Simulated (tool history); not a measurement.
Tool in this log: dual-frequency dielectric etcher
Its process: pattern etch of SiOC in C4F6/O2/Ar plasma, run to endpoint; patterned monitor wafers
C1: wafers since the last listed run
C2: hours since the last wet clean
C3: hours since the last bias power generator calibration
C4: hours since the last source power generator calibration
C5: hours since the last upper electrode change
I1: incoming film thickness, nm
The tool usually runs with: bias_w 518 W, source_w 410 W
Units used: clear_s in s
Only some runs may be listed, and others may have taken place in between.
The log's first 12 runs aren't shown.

Run 13, hour 121.2: usual settings but bias_w 632 W, source_w 380 W; C1 84; C2 122.0; C3 4605.4; C4 1329.2; C5 72.4; I1 43.40. Result: clear_s 14.2 s.
Run 14, hour 129.5: usual settings but bias_w 566 W, source_w 380 W; C1 88; C2 130.3; C3 4613.7; C4 1337.5; C5 80.7; I1 43.51. Result: clear_s 15.0 s.
Run 15, hour 144.1: usual settings but bias_w 471 W, source_w 470 W; C1 155; C2 144.9; C3 4628.3; C4 1352.1; C5 95.3; I1 43.14. Result: clear_s 15.3 s.
Run 16, hour 160.1: usual settings but bias_w 449 W; C1 170; C2 160.9; C3 4644.3; C4 1368.1; C5 111.3; I1 43.33. Result: clear_s 16.4 s.
Run 17, hour 169.9: usual settings but bias_w 483 W, source_w 360 W; C1 104; C2 170.7; C3 4654.1; C4 1377.9; C5 121.1; I1 43.31. Result: clear_s 16.4 s.
Run 18, hour 201.5: usual settings but bias_w 581 W, source_w 490 W; C1 337; C2 202.3; C3 4685.7; C4 1409.5; C5 152.7; I1 43.81. Result: clear_s 13.9 s.
At hour 218.0: source power generator calibrated.
Run 19, hour 246.7: usual settings but bias_w 485 W, source_w 360 W; C1 439; C2 247.5; C3 4730.9; C4 28.7; C5 197.9; I1 43.12. Result: clear_s 16.4 s.
Run 20, hour 257.7: usual settings but bias_w 429 W, source_w 380 W; C1 117; C2 258.5; C3 4741.9; C4 39.7; C5 208.9; I1 43.62. Result: clear_s 17.5 s.
Run 21, hour 264.8: usual settings but bias_w 590 W, source_w 480 W; C1 75; C2 265.6; C3 4749.0; C4 46.8; C5 216.0; I1 43.75. Result: clear_s 14.0 s.
Run 22, hour 275.6: usual settings but bias_w 458 W; C1 115; C2 276.4; C3 4759.8; C4 57.6; C5 226.8; I1 44.22. Result: clear_s 16.7 s.
At hour 290.8: bias power generator calibrated.
Run 23, hour 291.5: usual settings but bias_w 561 W, source_w 500 W; C1 126; C2 292.3; C3 0.7; C4 73.5; C5 242.7; I1 43.92. Result: clear_s 14.2 s.
Run 24, hour 302.8: usual settings but bias_w 551 W, source_w 480 W; C1 120; C2 303.6; C3 12.0; C4 84.8; C5 254.0; I1 43.42. Result: clear_s 14.3 s.
Run 25, hour 319.0: usual settings but source_w 380 W; C1 172; C2 319.8; C3 28.2; C4 101.0; C5 270.2; I1 43.14. Result: clear_s 15.7 s.
Run 26, hour 326.1: usual settings; C1 75; C2 326.9; C3 35.3; C4 108.1; C5 277.3; I1 42.90. Result: clear_s 15.3 s.
Run 27, hour 333.1: usual settings but source_w 370 W; C1 74; C2 333.9; C3 42.3; C4 115.1; C5 284.3; I1 43.14. Result: clear_s 16.0 s.
Run 28, hour 344.3: usual settings; C1 119; C2 345.1; C3 53.5; C4 126.3; C5 295.5; I1 43.29. Result: clear_s 15.6 s.
Run 29, hour 390.1: usual settings but bias_w 435 W, source_w 360 W; C1 488; C2 390.9; C3 99.3; C4 172.1; C5 341.3; I1 43.23. Result: clear_s 17.6 s.
Run 30, hour 401.9: usual settings; C1 125; C2 402.7; C3 111.1; C4 183.9; C5 353.1; I1 43.58. Result: clear_s 15.8 s.
Run 31, hour 413.1: usual settings but bias_w 485 W, source_w 330 W; C1 119; C2 413.9; C3 122.3; C4 195.1; C5 364.3; I1 43.52. Result: clear_s 17.3 s.
Run 32, hour 426.9: usual settings but bias_w 566 W, source_w 440 W; C1 147; C2 427.7; C3 136.1; C4 208.9; C5 378.1; I1 43.16. Result: clear_s 14.8 s.

What does the tool deliver on the next run?
Run 33, hour 433.0: usual settings but bias_w 430 W; C1 65; C2 433.8; C3 142.2; C4 215.0; C5 384.2; I1 43.72. Result: clear_s ?.

{"run 33": {"clear_s": 17.1}}
Minus the tool's unlogged condition, the same run would have read clear_s 16.4 s.

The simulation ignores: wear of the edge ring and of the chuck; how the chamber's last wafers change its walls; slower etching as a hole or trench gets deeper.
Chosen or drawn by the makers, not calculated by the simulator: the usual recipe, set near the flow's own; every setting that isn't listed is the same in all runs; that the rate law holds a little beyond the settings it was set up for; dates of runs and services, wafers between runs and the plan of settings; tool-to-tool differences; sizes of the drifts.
